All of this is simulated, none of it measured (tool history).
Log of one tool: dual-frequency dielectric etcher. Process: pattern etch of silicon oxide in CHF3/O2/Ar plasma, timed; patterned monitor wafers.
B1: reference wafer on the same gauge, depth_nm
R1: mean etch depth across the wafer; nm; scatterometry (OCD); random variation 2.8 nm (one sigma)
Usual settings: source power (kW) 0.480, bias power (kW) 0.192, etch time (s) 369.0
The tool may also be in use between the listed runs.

run 1 hour=0.0 | source_power_(kW)=0.560 bias_power_(kW)=0.192 etch_time_(s)=369.0 | B1=741.6 | R1=744.3
run 2 hour=12.9 | source_power_(kW)=0.560 bias_power_(kW)=0.192 etch_time_(s)=369.0 | B1=741.4 | R1=749.2
run 3 hour=29.5 | source_power_(kW)=0.560 bias_power_(kW)=0.192 etch_time_(s)=369.0 | B1=741.4 | R1=749.0
run 4 hour=51.4 | source_power_(kW)=0.480 bias_power_(kW)=0.192 etch_time_(s)=369.0 | B1=740.5 | R1=698.3
run 5 hour=67.7 | source_power_(kW)=0.390 bias_power_(kW)=0.192 etch_time_(s)=344.5 | B1=739.3 | R1=600.6
run 6 hour=96.4 | source_power_(kW)=0.390 bias_power_(kW)=0.192 etch_time_(s)=344.5 | B1=739.2 | R1=601.7
run 7 hour=111.9 | source_power_(kW)=0.480 bias_power_(kW)=0.192 etch_time_(s)=369.0 | B1=738.8 | R1=703.9
run 8 hour=129.8 | source_power_(kW)=0.480 bias_power_(kW)=0.215 etch_time_(s)=287.5 | B1=737.7 | R1=567.3
run 9 hour=147.6 | source_power_(kW)=0.550 bias_power_(kW)=0.205 etch_time_(s)=369.0 | B1=736.9 | R1=750.7
run 10 hour=164.2 | source_power_(kW)=0.550 bias_power_(kW)=0.205 etch_time_(s)=369.0 | B1=735.3 | R1=750.8
run 11 hour=210.0 | source_power_(kW)=0.480 bias_power_(kW)=0.192 etch_time_(s)=369.0 | B1=734.3 | R1=693.0
run 12 hour=232.8 | source_power_(kW)=0.480 bias_power_(kW)=0.192 etch_time_(s)=369.0 | B1=732.1 | R1=690.5
run 13 hour=256.9 | source_power_(kW)=0.480 bias_power_(kW)=0.192 etch_time_(s)=369.0 | B1=730.9 | R1=692.7
run 14 hour=287.9 | source_power_(kW)=0.530 bias_power_(kW)=0.228 etch_time_(s)=409.0 | B1=741.5 | R1=852.1
run 15 hour=346.5 | source_power_(kW)=0.480 bias_power_(kW)=0.221 etch_time_(s)=414.0 | B1=741.1 | R1=828.4
run 16 hour=400.6 | source_power_(kW)=0.580 bias_power_(kW)=0.165 etch_time_(s)=400.5 | B1=740.4 | R1=781.7
run 17 hour=402.8 | source_power_(kW)=0.480 bias_power_(kW)=0.192 etch_time_(s)=369.0 | B1=740.1 | R1=702.7
run 18 hour=429.4 | source_power_(kW)=0.560 bias_power_(kW)=0.228 etch_time_(s)=369.0 | B1=739.5 | R1=786.0
run 19 hour=452.4 | source_power_(kW)=0.480 bias_power_(kW)=0.192 etch_time_(s)=301.5 | B1=738.8 | R1=573.5
run 20 hour=473.8 | source_power_(kW)=0.480 bias_power_(kW)=0.192 etch_time_(s)=369.0 | B1=737.5 | R1=697.9
run 21 hour=486.1 | source_power_(kW)=0.590 bias_power_(kW)=0.192 etch_time_(s)=369.0 | B1=736.7 | R1=758.4
run 22 hour=504.4 | source_power_(kW)=0.480 bias_power_(kW)=0.237 etch_time_(s)=369.0 | B1=735.6 | R1=745.6
run 23 hour=519.8 | source_power_(kW)=0.480 bias_power_(kW)=0.174 etch_time_(s)=369.0 | B1=737.1 | R1=678.8
run 24 hour=555.0 | source_power_(kW)=0.480 bias_power_(kW)=0.150 etch_time_(s)=369.0 | B1=735.0 | R1=648.7
run 25 hour=582.4 | source_power_(kW)=0.420 bias_power_(kW)=0.145 etch_time_(s)=369.0 | B1=732.7 | R1=604.5
run 26 hour=594.4 | source_power_(kW)=0.480 bias_power_(kW)=0.192 etch_time_(s)=335.5 | B1=732.9 | R1=633.2
run 27 hour=619.3 | source_power_(kW)=0.540 bias_power_(kW)=0.192 etch_time_(s)=369.0 | B1=742.6 | R1=738.1

Taken out of this log: 6 entries between the listed runs. Where each belongs, and how the hidden state differs across it:
Between runs 10 and 11: bias power generator calibrated (hour 204.1)
  gauge reads high (%): -1.07 -> -1.39
  measured less the result without the state, R1: -8.1 -> -9.8 nm
Between runs 12 and 13: source power generator calibrated (hour 249.1)
  gauge reads high (%): -1.57 -> -1.77
  measured less the result without the state, R1: -11.0 -> -12.5 nm
Between runs 13 and 14: gauge calibrated (hour 266.6)
  gauge reads high (%): -1.77 -> -0.308
  measured less the result without the state, R1: -12.5 -> -2.7 nm
Between runs 15 and 16: upper electrode replaced (hour 387.5); wet clean of the chamber (hour 400.1)
  gauge reads high (%): -0.375 -> -0.507
  measured less the result without the state, R1: -3.2 -> -4.0 nm
Between runs 26 and 27: gauge calibrated (hour 596.4)
  gauge reads high (%): -1.53 -> -0.15
  measured less the result without the state, R1: -9.8 -> -1.1 nm
